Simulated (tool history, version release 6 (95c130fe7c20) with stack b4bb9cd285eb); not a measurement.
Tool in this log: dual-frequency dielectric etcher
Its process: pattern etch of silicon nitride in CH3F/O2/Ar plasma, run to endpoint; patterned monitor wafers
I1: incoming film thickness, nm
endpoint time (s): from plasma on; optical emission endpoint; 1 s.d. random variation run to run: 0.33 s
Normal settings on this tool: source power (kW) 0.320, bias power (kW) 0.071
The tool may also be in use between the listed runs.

Run 1, day 0.000: usual settings but source power (kW) 0.380; I1 31.76. Result: endpoint time (s) 45.0.
Run 2, day 1.188: usual settings but source power (kW) 0.380; I1 31.94. Result: endpoint time (s) 46.0.
Run 3, day 2.492: usual settings; I1 31.81. Result: endpoint time (s) 47.4.
Run 4, day 4.979: usual settings; I1 32.13. Result: endpoint time (s) 48.1.
Run 5, day 6.112: usual settings; I1 31.95. Result: endpoint time (s) 48.1.
At day 7.621: wet clean of the chamber.
Run 6, day 7.642: usual settings but bias power (kW) 0.067; I1 32.00. Result: endpoint time (s) 49.6.
Run 7, day 7.842: usual settings but bias power (kW) 0.067; I1 32.01. Result: endpoint time (s) 49.3.
Run 8, day 8.579: usual settings but bias power (kW) 0.067; I1 32.14. Result: endpoint time (s) 48.9.
Run 9, day 10.038: usual settings; I1 32.10. Result: endpoint time (s) 47.8.
Run 10, day 10.808: usual settings; I1 32.11. Result: endpoint time (s) 48.3.
Run 11, day 12.225: usual settings; I1 32.16. Result: endpoint time (s) 48.4.
Run 12, day 12.812: usual settings but source power (kW) 0.290, bias power (kW) 0.081; I1 32.04. Result: endpoint time (s) 47.2.
Run 13, day 16.221: usual settings but source power (kW) 0.290, bias power (kW) 0.081; I1 32.10. Result: endpoint time (s) 47.4.
Run 14, day 17.462: usual settings but source power (kW) 0.290, bias power (kW) 0.081; I1 31.86. Result: endpoint time (s) 45.7.
At day 17.762: source power generator calibrated.
Run 15, day 18.038: usual settings but source power (kW) 0.260; I1 31.92. Result: endpoint time (s) 49.9.
Run 16, day 19.021: usual settings but source power (kW) 0.260; I1 32.02. Result: endpoint time (s) 50.1.
Run 17, day 19.958: usual settings; I1 31.93. Result: endpoint time (s) 47.5.
Run 18, day 21.200: usual settings but source power (kW) 0.350, bias power (kW) 0.089; I1 32.27. Result: endpoint time (s) 43.9.
Run 19, day 21.717: usual settings but source power (kW) 0.260, bias power (kW) 0.061; I1 31.95. Result: endpoint time (s) 52.9.
At day 22.758: upper electrode replaced.
Run 20, day 24.954: usual settings; I1 32.37. Result: endpoint time (s) 48.2.
At day 26.779: wet clean of the chamber.
Run 21, day 26.800: usual settings but bias power (kW) 0.082; I1 32.40. Result: endpoint time (s) 46.3.
Run 22, day 27.567: usual settings but source power (kW) 0.300; I1 32.39. Result: endpoint time (s) 49.0.
At day 27.975: bias power generator calibrated.
Run 23, day 28.162: usual settings but source power (kW) 0.260, bias power (kW) 0.065; I1 32.22. Result: endpoint time (s) 52.3.
Run 24, day 29.233: usual settings; I1 32.15. Result: endpoint time (s) 47.5.
Run 25, day 30.029: usual settings; I1 32.22. Result: endpoint time (s) 48.1.
Run 26, day 30.567: usual settings but source power (kW) 0.370, bias power (kW) 0.078; I1 31.77. Result: endpoint time (s) 44.1.
Run 27, day 31.738: usual settings but source power (kW) 0.360, bias power (kW) 0.076; I1 32.24. Result: endpoint time (s) 45.0.
Run 28, day 32.325: usual settings but source power (kW) 0.250, bias power (kW) 0.060; I1 32.36. Result: endpoint time (s) 53.7.
Run 29, day 33.158: usual settings; I1 32.29. Result: endpoint time (s) 48.5.
Run 30, day 34.200: usual settings but source power (kW) 0.240, bias power (kW) 0.086; I1 32.16. Result: endpoint time (s) 47.5.
Run 31, day 35.658: usual settings but source power (kW) 0.380, bias power (kW) 0.085; I1 32.38. Result: endpoint time (s) 44.2.
Run 32, day 36.754: usual settings; I1 32.01. Result: endpoint time (s) 47.6.
Run 33, day 38.075: usual settings but source power (kW) 0.390, bias power (kW) 0.083; I1 31.98. Result: endpoint time (s) 43.5.
Run 34, day 39.304: usual settings but source power (kW) 0.240; I1 31.93. Result: endpoint time (s) 51.0.

Exercise: give the hidden state of the tool at every run:
etch rate over this chamber's usual, %: 0, the same for each run
source power that arrives over what is set, %: 0, the same for each run
bias power that arrives over what is set, %: 0, the same for each run
